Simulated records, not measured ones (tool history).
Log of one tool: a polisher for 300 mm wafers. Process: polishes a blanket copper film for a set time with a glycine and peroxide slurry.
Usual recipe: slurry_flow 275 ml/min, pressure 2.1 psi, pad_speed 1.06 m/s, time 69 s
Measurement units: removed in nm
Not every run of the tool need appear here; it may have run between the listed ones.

run	day	slurry_flow	pressure	pad_speed	time	wafers since the last listed run	wafers polished on this pad	hours since the slurry nozzle was cleaned	hours since the head pressure was calibrated	incoming thickness of the incoming film, nm	removed
1	0	275	2.1	1.06	59	0	298	381.5	1162.5	1796.3	311.8
2	0.358	275	2.1	1.06	69	88	387	390.1	1171.1	1773.4	359.3
3	0.938	275	2.1	1.06	69	143	530	404	1185	1785.4	357
4	1.488	275	2.1	1.06	69	136	666	417.2	1198.2	1786.6	346.3
5	2.158	275	2.1	1.06	69	165	832	433.3	1214.3	1782.1	344.9
6	2.538	275	2.1	1.06	69	93	926	442.4	1223.4	1774.1	334.4
7	2.788	275	2.1	1.06	69	61	988	448.4	1229.4	1759.7	330.3
8	3.062	275	2.1	1.06	69	68	1056	455	1236	1757.2	330.1
9	3.417	275	2.1	1.06	69	87	1144	463.5	1244.5	1748.9	322.4
# day 3.779: worn pad replaced by a new one
10	4.104	275	2.1	1.06	69	128	79	480	1261	1752.4	373.4
11	4.45	275	2.1	1.06	69	85	165	488.3	1269.3	1737.6	374.4
12	4.862	275	2.1	1.06	69	102	267	498.2	1279.2	1773.1	366.7
13	5.246	275	2.1	1.06	69	94	362	507.4	1288.4	1772.2	361.5
14	5.7	275	2.1	1.06	69	112	474	518.3	1299.3	1779	354.3
15	6.125	180	2.1	1.28	69	105	579	528.5	1309.5	1781.8	394.2

For run 16, what comes out?
16	6.392	275	2.1	1.06	69	65	645	534.9	1315.9	1750.3	?

Run 16 produced removed 358.9 nm.
On a tool with no hidden condition, and with the same random variation, this run would have come out at removed 376.7 nm.
